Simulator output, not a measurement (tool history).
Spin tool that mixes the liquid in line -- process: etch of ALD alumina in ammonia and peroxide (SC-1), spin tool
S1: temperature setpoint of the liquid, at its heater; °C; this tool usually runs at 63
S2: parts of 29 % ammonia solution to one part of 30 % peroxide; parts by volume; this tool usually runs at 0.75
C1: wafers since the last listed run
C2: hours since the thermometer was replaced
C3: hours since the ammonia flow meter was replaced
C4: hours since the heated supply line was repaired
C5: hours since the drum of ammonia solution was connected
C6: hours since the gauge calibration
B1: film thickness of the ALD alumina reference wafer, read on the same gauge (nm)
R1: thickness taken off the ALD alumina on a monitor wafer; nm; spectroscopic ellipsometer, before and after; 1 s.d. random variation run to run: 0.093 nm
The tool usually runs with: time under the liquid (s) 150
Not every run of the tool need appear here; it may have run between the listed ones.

run 1 day=0 | S1=63 S2=0.75 time_under_the_liquid_(s)=150 | C1=0 C2=43.8 C3=58.4 C4=666.8 C5=628.8 C6=493.6 | B1=140.02 | R1=12.64
run 2 day=2.646 | S1=63 S2=0.75 time_under_the_liquid_(s)=150 | C1=658 C2=107.3 C3=121.9 C4=730.3 C5=692.3 C6=557.1 | B1=139.97 | R1=12.63
-- day=4.958 new drum of ammonia solution connected
run 3 day=5.542 | S1=63 S2=0.75 time_under_the_liquid_(s)=150 | C1=710 C2=176.8 C3=191.4 C4=799.8 C5=14 C6=626.6 | B1=140.04 | R1=12.47
run 4 day=7.846 | S1=63 S2=0.75 time_under_the_liquid_(s)=150 | C1=573 C2=232.1 C3=246.7 C4=855.1 C5=69.3 C6=681.9 | B1=140.01 | R1=12.6
-- day=9.967 thermometer replaced, repeated, since the last time left the tool worse
run 5 day=10.55 | S1=63 S2=0.75 time_under_the_liquid_(s)=150 | C1=662 C2=14 C3=311.6 C4=920 C5=134.2 C6=746.8 | B1=139.98 | R1=11.84
run 6 day=12.471 | S1=63 S2=0.75 time_under_the_liquid_(s)=150 | C1=477 C2=60.1 C3=357.7 C4=966.1 C5=180.3 C6=792.9 | B1=139.99 | R1=11.73
run 7 day=13.525 | S1=63 S2=0.75 time_under_the_liquid_(s)=150 | C1=262 C2=85.4 C3=383 C4=991.4 C5=205.6 C6=818.2 | B1=140.01 | R1=11.77
run 8 day=15.079 | S1=63 S2=0.5 time_under_the_liquid_(s)=230 | C1=386 C2=122.7 C3=420.3 C4=1028.7 C5=242.9 C6=855.5 | B1=140.02 | R1=17.27
-- day=15.8 ammonia flow meter replaced
run 9 day=17.421 | S1=55.5 S2=1.1 time_under_the_liquid_(s)=240 | C1=572 C2=178.9 C3=38.9 C4=1084.9 C5=299.1 C6=911.7 | B1=140.02 | R1=13.24
run 10 day=20.162 | S1=55 S2=0.75 time_under_the_liquid_(s)=150 | C1=682 C2=244.7 C3=104.7 C4=1150.7 C5=364.9 C6=977.5 | B1=140.04 | R1=7.82
-- day=20.833 heated supply line repaired
run 11 day=21.65 | S1=55 S2=0.9 time_under_the_liquid_(s)=85 | C1=359 C2=280.4 C3=140.4 C4=19.6 C5=400.6 C6=1013.2 | B1=140 | R1=4.58
-- day=21.717 gauge calibrated
run 12 day=23.821 | S1=57.5 S2=0.75 time_under_the_liquid_(s)=150 | C1=540 C2=332.5 C3=192.5 C4=71.7 C5=452.7 C6=50.5 | B1=140.03 | R1=9.09
run 13 day=25.533 | S1=63 S2=1.15 time_under_the_liquid_(s)=150 | C1=426 C2=373.6 C3=233.6 C4=112.8 C5=493.8 C6=91.6 | B1=140 | R1=12.42
run 14 day=27.933 | S1=60.5 S2=0.75 time_under_the_liquid_(s)=85 | C1=597 C2=431.2 C3=291.2 C4=170.4 C5=551.4 C6=149.2 | B1=140 | R1=5.92
run 15 day=29.983 | S1=63 S2=0.75 time_under_the_liquid_(s)=110 | C1=510 C2=480.4 C3=340.4 C4=219.6 C5=600.6 C6=198.4 | B1=140 | R1=8.64
run 16 day=31.229 | S1=63 S2=0.75 time_under_the_liquid_(s)=150 | C1=310 C2=510.3 C3=370.3 C4=249.5 C5=630.5 C6=228.3 | B1=139.98 | R1=11.91
run 17 day=33.858 | S1=54 S2=0.55 time_under_the_liquid_(s)=235 | C1=654 C2=573.4 C3=433.4 C4=312.6 C5=693.6 C6=291.4 | B1=139.99 | R1=11.27
-- day=34.388 new drum of ammonia solution connected
-- day=36.325 ammonia flow meter replaced
run 18 day=36.667 | S1=63 S2=0.75 time_under_the_liquid_(s)=150 | C1=678 C2=640.8 C3=8.2 C4=380 C5=54.7 C6=358.8 | B1=140 | R1=11.91
run 19 day=39.004 | S1=63 S2=0.75 time_under_the_liquid_(s)=125 | C1=581 C2=696.9 C3=64.3 C4=436.1 C5=110.8 C6=414.9 | B1=140 | R1=9.9
run 20 day=41.55 | S1=63 S2=0.75 time_under_the_liquid_(s)=150 | C1=633 C2=758 C3=125.4 C4=497.2 C5=171.9 C6=476 | B1=140.01 | R1=12.17
run 21 day=42.683 | S1=58.5 S2=0.4 time_under_the_liquid_(s)=120 | C1=282 C2=785.2 C3=152.6 C4=524.4 C5=199.1 C6=503.2 | B1=140 | R1=7.08
run 22 day=43.929 | S1=63 S2=0.75 time_under_the_liquid_(s)=150 | C1=310 C2=815.1 C3=182.5 C4=554.3 C5=229 C6=533.1 | B1=140.06 | R1=11.87
run 23 day=51.929 | S1=60.5 S2=0.75 time_under_the_liquid_(s)=180 | C1=1990 C2=1007.1 C3=374.5 C4=746.3 C5=421 C6=725.1 | B1=140 | R1=12.77
run 24 day=54.117 | S1=63 S2=0.75 time_under_the_liquid_(s)=150 | C1=544 C2=1059.6 C3=427 C4=798.8 C5=473.5 C6=777.6 | B1=140.02 | R1=12.04

Branching from run 24: 5 alternative next runs. What would each branch give?
run A day=54.138 | S1=54 S2=0.75 time_under_the_liquid_(s)=150 | C1=5 C2=1060.1 C3=427.5 C4=799.3 C5=474 C6=778.1 | B1=? | R1=?
run B day=54.138 | S1=66.5 S2=0.75 time_under_the_liquid_(s)=175 | C1=5 C2=1060.1 C3=427.5 C4=799.3 C5=474 C6=778.1 | B1=? | R1=?
run C day=54.138 | S1=55 S2=0.6 time_under_the_liquid_(s)=205 | C1=5 C2=1060.1 C3=427.5 C4=799.3 C5=474 C6=778.1 | B1=? | R1=?
run D day=54.138 | S1=60.5 S2=0.45 time_under_the_liquid_(s)=105 | C1=5 C2=1060.1 C3=427.5 C4=799.3 C5=474 C6=778.1 | B1=? | R1=?
run E day=54.138 | S1=63 S2=0.45 time_under_the_liquid_(s)=200 | C1=5 C2=1060.1 C3=427.5 C4=799.3 C5=474 C6=778.1 | B1=? | R1=?

run=A B1=140.01 R1=7.64
run=B B1=140.01 R1=16.87
run=C B1=140.01 R1=10.78
run=D B1=140.01 R1=7.15
run=E B1=140.01 R1=15.45
Had the tool no hidden state, the same runs would have come out as:
run=A R1=7.39
run=B R1=16.36
run=C R1=10.43
run=D R1=6.93
run=E R1=14.98

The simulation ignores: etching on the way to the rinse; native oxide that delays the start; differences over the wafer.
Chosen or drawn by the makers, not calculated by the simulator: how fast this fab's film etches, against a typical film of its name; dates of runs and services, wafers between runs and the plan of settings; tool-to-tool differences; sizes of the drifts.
